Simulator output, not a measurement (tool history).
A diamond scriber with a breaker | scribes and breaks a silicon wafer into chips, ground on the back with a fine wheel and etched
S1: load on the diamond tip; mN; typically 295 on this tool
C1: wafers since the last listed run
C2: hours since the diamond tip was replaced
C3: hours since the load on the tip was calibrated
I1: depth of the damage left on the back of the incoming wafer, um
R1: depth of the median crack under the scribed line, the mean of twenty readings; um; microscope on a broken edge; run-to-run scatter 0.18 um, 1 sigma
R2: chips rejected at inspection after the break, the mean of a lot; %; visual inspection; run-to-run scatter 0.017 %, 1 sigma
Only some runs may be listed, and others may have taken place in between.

{"run": 1, "hour": 0.0, "S1": 295, "C1": 0, "C2": 148.6, "C3": 624.7, "I1": 0.62, "R1": 9.59, "R2": 0.98}
{"run": 2, "hour": 16.5, "S1": 295, "C1": 40, "C2": 165.1, "C3": 641.2, "I1": 0.65, "R1": 9.27, "R2": 1.19}
{"run": 3, "hour": 33.6, "S1": 295, "C1": 42, "C2": 182.2, "C3": 658.3, "I1": 0.39, "R1": 9.24, "R2": 1.41}
{"run": 4, "hour": 41.2, "S1": 359, "C1": 18, "C2": 189.8, "C3": 665.9, "I1": 0.69, "R1": 10.41, "R2": 0.7}
{"hour": 68.7, "done": "diamond tip replaced by a new one"}
{"run": 5, "hour": 71.3, "S1": 346, "C1": 69, "C2": 2.6, "C3": 696, "I1": 0.48, "R1": 8.88, "R2": 2.91}
{"run": 6, "hour": 84.1, "S1": 346, "C1": 31, "C2": 15.4, "C3": 708.8, "I1": 0.5, "R1": 9.01, "R2": 3.05}
{"run": 7, "hour": 97.6, "S1": 295, "C1": 33, "C2": 28.9, "C3": 722.3, "I1": 0.38, "R1": 8.07, "R2": 6.72}
{"run": 8, "hour": 113.9, "S1": 295, "C1": 40, "C2": 45.2, "C3": 738.6, "I1": 0.62, "R1": 8.08, "R2": 6.99}
{"run": 9, "hour": 126.9, "S1": 315, "C1": 32, "C2": 58.2, "C3": 751.6, "I1": 0.77, "R1": 8.53, "R2": 6.09}
{"run": 10, "hour": 133.3, "S1": 237, "C1": 15, "C2": 64.6, "C3": 758, "I1": 0.79, "R1": 7.49, "R2": 16.24}
{"run": 11, "hour": 142.3, "S1": 237, "C1": 22, "C2": 73.6, "C3": 767, "I1": 0.45, "R1": 7.17, "R2": 17.24}
{"run": 12, "hour": 152.4, "S1": 271, "C1": 24, "C2": 83.7, "C3": 777.1, "I1": 0.48, "R1": 7.6, "R2": 11.75}
{"hour": 158.4, "done": "diamond tip replaced by a new one, repeated, since the last time left the tool worse"}
{"run": 13, "hour": 161.2, "S1": 295, "C1": 16, "C2": 2.8, "C3": 785.9, "I1": 0.39, "R1": 10.03, "R2": 0.55}
{"run": 14, "hour": 171.2, "S1": 295, "C1": 24, "C2": 12.8, "C3": 795.9, "I1": 0.43, "R1": 10.03, "R2": 0.55}
{"run": 15, "hour": 186.8, "S1": 295, "C1": 38, "C2": 28.4, "C3": 811.5, "I1": 0.47, "R1": 9.83, "R2": 0.52}
{"hour": 204.8, "done": "load on the tip recalibrated"}
{"run": 16, "hour": 205.3, "S1": 351, "C1": 40, "C2": 46.9, "C3": 0.5, "I1": 0.4, "R1": 10.96, "R2": 1.66}
{"run": 17, "hour": 216.6, "S1": 351, "C1": 27, "C2": 58.2, "C3": 11.8, "I1": 0.78, "R1": 10.64, "R2": 1.62}
{"run": 18, "hour": 223.6, "S1": 351, "C1": 17, "C2": 65.2, "C3": 18.8, "I1": 0.53, "R1": 10.84, "R2": 1.61}
{"run": 19, "hour": 240.0, "S1": 266, "C1": 40, "C2": 81.6, "C3": 35.2, "I1": 0.44, "R1": 9.17, "R2": 1.27}
{"run": 20, "hour": 248.5, "S1": 270, "C1": 21, "C2": 90.1, "C3": 43.7, "I1": 0.45, "R1": 9.62, "R2": 1.19}
{"run": 21, "hour": 261.2, "S1": 241, "C1": 31, "C2": 102.8, "C3": 56.4, "I1": 0.57, "R1": 9.1, "R2": 3.2}
{"run": 22, "hour": 275.0, "S1": 343, "C1": 34, "C2": 116.6, "C3": 70.2, "I1": 0.57, "R1": 10.37, "R2": 0.96}
{"run": 23, "hour": 284.4, "S1": 363, "C1": 23, "C2": 126, "C3": 79.6, "I1": 0.45, "R1": 10.65, "R2": 1.45}
{"run": 24, "hour": 292.9, "S1": 367, "C1": 21, "C2": 134.5, "C3": 88.1, "I1": 0.3, "R1": 10.53, "R2": 1.55}
{"run": 25, "hour": 303.0, "S1": 341, "C1": 24, "C2": 144.6, "C3": 98.2, "I1": 0.69, "R1": 10.51, "R2": 0.75}
{"run": 26, "hour": 316.0, "S1": 295, "C1": 32, "C2": 157.6, "C3": 111.2, "I1": 0.64, "R1": 9.57, "R2": 1.02}
{"run": 27, "hour": 323.5, "S1": 382, "C1": 18, "C2": 165.1, "C3": 118.7, "I1": 0.42, "R1": 11.05, "R2": 1.64}
{"run": 28, "hour": 337.6, "S1": 295, "C1": 34, "C2": 179.2, "C3": 132.8, "I1": 0.46, "R1": 9.5, "R2": 1.29}
{"run": 29, "hour": 348.8, "S1": 366, "C1": 27, "C2": 190.4, "C3": 144, "I1": 0.75, "R1": 10.24, "R2": 0.83}
{"hour": 361.7, "done": "diamond tip replaced by a new one"}
{"run": 30, "hour": 366.8, "S1": 346, "C1": 39, "C2": 5.1, "C3": 162, "I1": 0.32, "R1": 11, "R2": 1.48}
{"run": 31, "hour": 376.4, "S1": 222, "C1": 23, "C2": 14.7, "C3": 171.6, "I1": 0.34, "R1": 8.86, "R2": 4.06}
{"run": 32, "hour": 389.9, "S1": 295, "C1": 33, "C2": 28.2, "C3": 185.1, "I1": 0.54, "R1": 10, "R2": 0.6}
{"run": 33, "hour": 396.5, "S1": 213, "C1": 16, "C2": 34.8, "C3": 191.7, "I1": 0.63, "R1": 8.62, "R2": 5.06}
{"run": 34, "hour": 407.7, "S1": 370, "C1": 27, "C2": 46, "C3": 202.9, "I1": 0.41, "R1": 11.13, "R2": 2.54}
{"run": 35, "hour": 416.0, "S1": 352, "C1": 20, "C2": 54.3, "C3": 211.2, "I1": 0.56, "R1": 10.62, "R2": 1.57}
{"run": 36, "hour": 429.6, "S1": 295, "C1": 33, "C2": 67.9, "C3": 224.8, "I1": 0.77, "R1": 10.04, "R2": 0.66}
{"run": 37, "hour": 439.4, "S1": 212, "C1": 24, "C2": 77.7, "C3": 234.6, "I1": 0.45, "R1": 8.67, "R2": 5.72}
{"run": 38, "hour": 450.9, "S1": 246, "C1": 28, "C2": 89.2, "C3": 246.1, "I1": 0.79, "R1": 9.19, "R2": 2.57}
{"run": 39, "hour": 467.1, "S1": 238, "C1": 40, "C2": 105.4, "C3": 262.3, "I1": 0.74, "R1": 8.76, "R2": 3.3}
{"run": 40, "hour": 483.5, "S1": 261, "C1": 40, "C2": 121.8, "C3": 278.7, "I1": 0.74, "R1": 9.12, "R2": 2.17}
{"run": 41, "hour": 497.2, "S1": 235, "C1": 33, "C2": 135.5, "C3": 292.4, "I1": 0.32, "R1": 8.34, "R2": 4.48}

Measured result minus the same run's result without the hidden state. Both carry the same run-to-run variation, though not necessarily the same gauge scatter:
What the log doesn't record here: share of the diamond tip's cutting effectiveness lost through wear, %; deviation of the load on the tip from its setpoint, %.
run=1 R1=-0.45 R2=+0.4
run=2 R1=-0.53 R2=+0.6
run=3 R1=-0.65 R2=+0.85
run=4 R1=-0.8 R2=-1.67
run=5 R1=-1.89 R2=+1.23
run=6 R1=-1.92 R2=+1.3
run=7 R1=-1.73 R2=+6.2
run=8 R1=-1.77 R2=+6.46
run=9 R1=-1.9 R2=+5.27
run=10 R1=-1.69 R2=+13.75
run=11 R1=-1.64 R2=+14.67
run=12 R1=-1.78 R2=+10.86
run=13 R1=-0.02 R2=+0
run=14 R1=-0.03 R2=+0
run=15 R1=-0.04 R2=+0
run=16 R1=-0.07 R2=-0.19
run=17 R1=-0.09 R2=-0.25
run=18 R1=-0.11 R2=-0.31
run=19 R1=-0.14 R2=+0.29
run=20 R1=-0.17 R2=+0.32
run=21 R1=-0.21 R2=+0.88
run=22 R1=-0.29 R2=-0.61
run=23 R1=-0.34 R2=-0.99
run=24 R1=-0.39 R2=-1.22
run=25 R1=-0.45 R2=-0.78
run=26 R1=-0.49 R2=+0.45
run=27 R1=-0.62 R2=-2.06
run=28 R1=-0.62 R2=+0.74
run=29 R1=-0.77 R2=-1.91
run=30 R1=-0.07 R2=-0.17
run=31 R1=-0.06 R2=+0.33
run=32 R1=-0.08 R2=+0.01
run=33 R1=-0.07 R2=+0.46
run=34 R1=-0.11 R2=-0.41
run=35 R1=-0.12 R2=-0.34
run=36 R1=-0.15 R2=+0.04
run=37 R1=-0.15 R2=+1
run=38 R1=-0.19 R2=+0.71
run=39 R1=-0.25 R2=+1.04
run=40 R1=-0.31 R2=+0.95
run=41 R1=-0.36 R2=+1.86
